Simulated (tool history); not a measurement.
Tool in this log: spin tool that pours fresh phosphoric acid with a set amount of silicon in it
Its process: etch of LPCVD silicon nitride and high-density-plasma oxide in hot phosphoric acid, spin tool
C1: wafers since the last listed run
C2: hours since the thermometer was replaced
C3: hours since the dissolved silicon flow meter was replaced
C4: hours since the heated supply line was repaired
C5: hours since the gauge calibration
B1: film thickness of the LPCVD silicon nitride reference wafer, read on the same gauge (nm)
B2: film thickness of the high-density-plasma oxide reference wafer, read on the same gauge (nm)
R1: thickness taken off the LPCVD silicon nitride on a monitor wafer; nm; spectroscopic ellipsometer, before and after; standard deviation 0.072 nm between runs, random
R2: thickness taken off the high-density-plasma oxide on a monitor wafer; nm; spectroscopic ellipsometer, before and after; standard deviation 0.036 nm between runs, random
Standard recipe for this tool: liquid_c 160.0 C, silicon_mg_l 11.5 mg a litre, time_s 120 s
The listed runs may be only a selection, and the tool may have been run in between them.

Run 1, hour 0.0: usual settings but liquid_c 157.0 C, silicon_mg_l 3.0 mg a litre, time_s 185 s; C1 0; C2 1830.8; C3 1552.6; C4 25.1; C5 144.3; B1 100.01; B2 40.025. Result: R1 15.17 nm, R2 0.514 nm.
At hour 21.9: dissolved silicon flow meter replaced.
Run 2, hour 77.2: usual settings; C1 452; C2 1908.0; C3 55.3; C4 102.3; C5 221.5; B1 100.01; B2 40.043. Result: R1 10.82 nm, R2 0.332 nm.
At hour 90.8: thermometer replaced.
Run 3, hour 110.5: usual settings but liquid_c 157.5 C, silicon_mg_l 7.5 mg a litre, time_s 155 s; C1 191; C2 19.7; C3 88.6; C4 135.6; C5 254.8; B1 99.98; B2 39.971. Result: R1 12.15 nm, R2 0.399 nm.
Run 4, hour 142.5: usual settings but liquid_c 158.5 C; C1 189; C2 51.7; C3 120.6; C4 167.6; C5 286.8; B1 99.95; B2 39.984. Result: R1 9.63 nm, R2 0.264 nm.
Run 5, hour 164.4: usual settings but liquid_c 162.0 C, silicon_mg_l 15.0 mg a litre, time_s 70 s; C1 130; C2 73.6; C3 142.5; C4 189.5; C5 308.7; B1 100.00; B2 39.979. Result: R1 6.42 nm, R2 0.205 nm.
Run 6, hour 186.4: usual settings but silicon_mg_l 15.0 mg a litre; C1 130; C2 95.6; C3 164.5; C4 211.5; C5 330.7; B1 99.98; B2 40.012. Result: R1 10.04 nm, R2 0.356 nm.
Run 7, hour 215.1: usual settings but liquid_c 162.5 C; C1 170; C2 124.3; C3 193.2; C4 240.2; C5 359.4; B1 100.03; B2 39.956. Result: R1 11.06 nm, R2 0.409 nm.
Run 8, hour 248.9: usual settings but liquid_c 161.0 C, time_s 75 s; C1 200; C2 158.1; C3 227.0; C4 274.0; C5 393.2; B1 100.00; B2 40.023. Result: R1 6.47 nm, R2 0.180 nm.
Run 9, hour 270.7: usual settings but liquid_c 158.0 C, time_s 160 s; C1 129; C2 179.9; C3 248.8; C4 295.8; C5 415.0; B1 100.02; B2 40.016. Result: R1 12.69 nm, R2 0.347 nm.
Run 10, hour 304.5: usual settings; C1 200; C2 213.7; C3 282.6; C4 329.6; C5 448.8; B1 100.01; B2 39.981. Result: R1 10.10 nm, R2 0.252 nm.
Run 11, hour 323.2: usual settings but liquid_c 157.5 C, silicon_mg_l 16.0 mg a litre, time_s 50 s; C1 111; C2 232.4; C3 301.3; C4 348.3; C5 467.5; B1 100.04; B2 39.982. Result: R1 3.88 nm, R2 0.084 nm.
Run 12, hour 349.7: usual settings; C1 157; C2 258.9; C3 327.8; C4 374.8; C5 494.0; B1 99.97; B2 39.993. Result: R1 10.06 nm, R2 0.289 nm.
Run 13, hour 365.3: usual settings but liquid_c 159.0 C, silicon_mg_l 14.0 mg a litre, time_s 145 s; C1 92; C2 274.5; C3 343.4; C4 390.4; C5 509.6; B1 100.01; B2 39.981. Result: R1 11.69 nm, R2 0.309 nm.
Run 14, hour 392.7: usual settings but liquid_c 158.5 C, silicon_mg_l 8.5 mg a litre, time_s 150 s; C1 162; C2 301.9; C3 370.8; C4 417.8; C5 537.0; B1 100.00; B2 40.013. Result: R1 11.88 nm, R2 0.411 nm.
Run 15, hour 406.5: usual settings but time_s 55 s; C1 81; C2 315.7; C3 384.6; C4 431.6; C5 550.8; B1 99.95; B2 39.988. Result: R1 4.56 nm, R2 0.140 nm.
Run 16, hour 435.9: usual settings but silicon_mg_l 14.5 mg a litre; C1 174; C2 345.1; C3 414.0; C4 461.0; C5 580.2; B1 99.99; B2 39.987. Result: R1 10.04 nm, R2 0.290 nm.
Run 17, hour 459.5: usual settings; C1 140; C2 368.7; C3 437.6; C4 484.6; C5 603.8; B1 99.97; B2 39.992. Result: R1 9.94 nm, R2 0.275 nm.
Run 18, hour 488.7: usual settings but silicon_mg_l 14.5 mg a litre; C1 173; C2 397.9; C3 466.8; C4 513.8; C5 633.0; B1 100.01; B2 39.992. Result: R1 10.03 nm, R2 0.237 nm.
Run 19, hour 502.5: usual settings but time_s 170 s; C1 81; C2 411.7; C3 480.6; C4 527.6; C5 646.8; B1 99.98; B2 40.010. Result: R1 14.04 nm, R2 0.407 nm.
Run 20, hour 533.3: usual settings; C1 182; C2 442.5; C3 511.4; C4 558.4; C5 677.6; B1 100.01; B2 39.998. Result: R1 9.96 nm, R2 0.253 nm.
Run 21, hour 546.3: usual settings but silicon_mg_l 9.0 mg a litre, time_s 180 s; C1 77; C2 455.5; C3 524.4; C4 571.4; C5 690.6; B1 99.99; B2 39.993. Result: R1 14.92 nm, R2 0.475 nm.

Exercise: give the hidden state of the tool at every run:
dissolved silicon flow below the setpoint (%): 0 across all the runs
gauge reads high (%): 0 across all the runs
H1: liquid hotter than its thermometer reads (K)
H2: temperature lost on the way to the wafer (K)
run     H1     H2
  1   1.98   0.55
  2   2.06  0.753
  3  0.126  0.841
  4   0.16  0.925
  5  0.183  0.983
  6  0.207   1.04
  7  0.237   1.12
  8  0.273    1.2
  9  0.296   1.26
 10  0.332   1.35
 11  0.351    1.4
 12   0.38   1.47
 13  0.396   1.51
 14  0.425   1.58
 15   0.44   1.62
 16  0.471    1.7
 17  0.496   1.76
 18  0.527   1.84
 19  0.541   1.87
 20  0.574   1.95
 21  0.588   1.99
